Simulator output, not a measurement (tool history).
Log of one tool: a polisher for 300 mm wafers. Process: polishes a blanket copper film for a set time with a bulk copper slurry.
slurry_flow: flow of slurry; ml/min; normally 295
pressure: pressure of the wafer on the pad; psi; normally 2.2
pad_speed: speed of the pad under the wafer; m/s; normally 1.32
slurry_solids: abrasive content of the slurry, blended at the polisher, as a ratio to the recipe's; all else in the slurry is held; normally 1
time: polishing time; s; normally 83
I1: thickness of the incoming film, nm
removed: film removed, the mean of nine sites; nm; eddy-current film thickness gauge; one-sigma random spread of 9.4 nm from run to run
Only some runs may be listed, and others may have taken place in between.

run 1 day=0 | slurry_flow=295 pressure=2.2 pad_speed=1.32 slurry_solids=1 time=83 | I1=4777.8 | removed=657.5
-- day=0.75 slurry blender recalibrated
run 2 day=2.646 | slurry_flow=295 pressure=2.2 pad_speed=1.32 slurry_solids=1 time=96 | I1=4697.7 | removed=751.8
run 3 day=4.383 | slurry_flow=295 pressure=2.2 pad_speed=1.32 slurry_solids=1 time=96 | I1=4761.6 | removed=754.5
run 4 day=7.508 | slurry_flow=295 pressure=2.2 pad_speed=1.32 slurry_solids=1 time=83 | I1=4767.6 | removed=636.8
run 5 day=10.196 | slurry_flow=295 pressure=2.2 pad_speed=1.44 slurry_solids=1 time=92 | I1=4774.8 | removed=756.4
-- day=10.821 head pressure recalibrated
run 6 day=11.812 | slurry_flow=295 pressure=2.2 pad_speed=1.44 slurry_solids=1 time=92 | I1=4637.3 | removed=882.5
run 7 day=14.625 | slurry_flow=295 pressure=2.2 pad_speed=1.02 slurry_solids=1 time=83 | I1=4816.3 | removed=566.1
-- day=15.812 worn pad replaced by a new one
run 8 day=16.804 | slurry_flow=295 pressure=2.2 pad_speed=1.02 slurry_solids=1 time=83 | I1=4712.8 | removed=555.9
run 9 day=18.742 | slurry_flow=295 pressure=2.2 pad_speed=1.02 slurry_solids=1 time=83 | I1=4696.3 | removed=542.4
run 10 day=22.25 | slurry_flow=250 pressure=2.2 pad_speed=1.32 slurry_solids=1 time=83 | I1=4684.5 | removed=715.6
-- day=22.846 slurry blender recalibrated
-- day=23.017 slurry nozzle cleaned
run 11 day=25.412 | slurry_flow=295 pressure=2.2 pad_speed=0.92 slurry_solids=1 time=83 | I1=4700.1 | removed=490.8
run 12 day=28.475 | slurry_flow=245 pressure=1.6 pad_speed=1.06 slurry_solids=1 time=83 | I1=4685.3 | removed=407.2
run 13 day=30.683 | slurry_flow=295 pressure=2.2 pad_speed=1.32 slurry_solids=1.1 time=83 | I1=4718.5 | removed=716.3
run 14 day=34.992 | slurry_flow=295 pressure=2.8 pad_speed=1.32 slurry_solids=1 time=108 | I1=4637.8 | removed=1148.6
-- day=35.896 worn pad replaced by a new one
run 15 day=39.283 | slurry_flow=295 pressure=2.2 pad_speed=1.32 slurry_solids=1.25 time=83 | I1=4728.4 | removed=718.7
-- day=41.925 slurry blender recalibrated
run 16 day=43.221 | slurry_flow=295 pressure=2.2 pad_speed=1.32 slurry_solids=1 time=83 | I1=4660.3 | removed=680.6
-- day=44.954 slurry nozzle cleaned
run 17 day=45.025 | slurry_flow=295 pressure=2.2 pad_speed=1.32 slurry_solids=1 time=83 | I1=4682.9 | removed=664.5
run 18 day=49.4 | slurry_flow=295 pressure=1.5 pad_speed=1.5 slurry_solids=1 time=83 | I1=4714.7 | removed=504.4
-- day=50.392 head pressure recalibrated
run 19 day=51.008 | slurry_flow=295 pressure=2.2 pad_speed=1.32 slurry_solids=1 time=83 | I1=4731.1 | removed=729.2
run 20 day=54.988 | slurry_flow=295 pressure=2.2 pad_speed=1.32 slurry_solids=1 time=97 | I1=4732 | removed=827.2
run 21 day=56.904 | slurry_flow=295 pressure=2.2 pad_speed=1.32 slurry_solids=1 time=83 | I1=4685.2 | removed=720.8
-- day=58.158 worn pad replaced by a new one
run 22 day=59.154 | slurry_flow=295 pressure=2.2 pad_speed=1.32 slurry_solids=0.7 time=83 | I1=4719.7 | removed=632.1
run 23 day=61.492 | slurry_flow=295 pressure=2.2 pad_speed=1.32 slurry_solids=1 time=83 | I1=4644 | removed=710.3
-- day=64.154 slurry blender recalibrated
-- day=69.783 slurry nozzle cleaned
run 24 day=73.246 | slurry_flow=295 pressure=2.2 pad_speed=1.32 slurry_solids=0.8 time=64 | I1=4715.5 | removed=488.6
run 25 day=75.875 | slurry_flow=370 pressure=2.8 pad_speed=1.32 slurry_solids=1 time=68 | I1=4778.2 | removed=707.5
run 26 day=79.046 | slurry_flow=295 pressure=2.2 pad_speed=1.32 slurry_solids=1 time=83 | I1=4713.6 | removed=677.6
-- day=79.783 worn pad replaced by a new one
run 27 day=82.3 | slurry_flow=295 pressure=2.5 pad_speed=1.32 slurry_solids=1 time=75 | I1=4639.6 | removed=680.8
run 28 day=84.296 | slurry_flow=295 pressure=2.2 pad_speed=0.96 slurry_solids=1 time=83 | I1=4762.7 | removed=481.6
run 29 day=85.846 | slurry_flow=295 pressure=2.2 pad_speed=1.32 slurry_solids=1.3 time=64 | I1=4726.3 | removed=537.3

Consider 5 possible next runs. They are alternatives, not a sequence: every one starts from the tool as it was left by run 29. What does each give?
run A day=85.867 | slurry_flow=295 pressure=2.2 pad_speed=1.32 slurry_solids=1 time=83 | I1=4732.2 | removed=?
run B day=85.867 | slurry_flow=295 pressure=2.2 pad_speed=1.32 slurry_solids=0.85 time=83 | I1=4732.2 | removed=?
run C day=85.867 | slurry_flow=390 pressure=2.2 pad_speed=1.32 slurry_solids=1 time=76 | I1=4732.2 | removed=?
run D day=85.867 | slurry_flow=195 pressure=2.2 pad_speed=1.32 slurry_solids=1.15 time=83 | I1=4732.2 | removed=?
run E day=85.867 | slurry_flow=240 pressure=2.2 pad_speed=1.32 slurry_solids=1 time=59 | I1=4732.2 | removed=?

run=A removed=664.6
run=B removed=631.9
run=C removed=620.3
run=D removed=669.4
run=E removed=464.8
What these runs would have given with no unlogged condition in the tool:
run=A removed=730.5
run=B removed=694.5
run=C removed=681.7
run=D removed=735.8
run=E removed=510.9
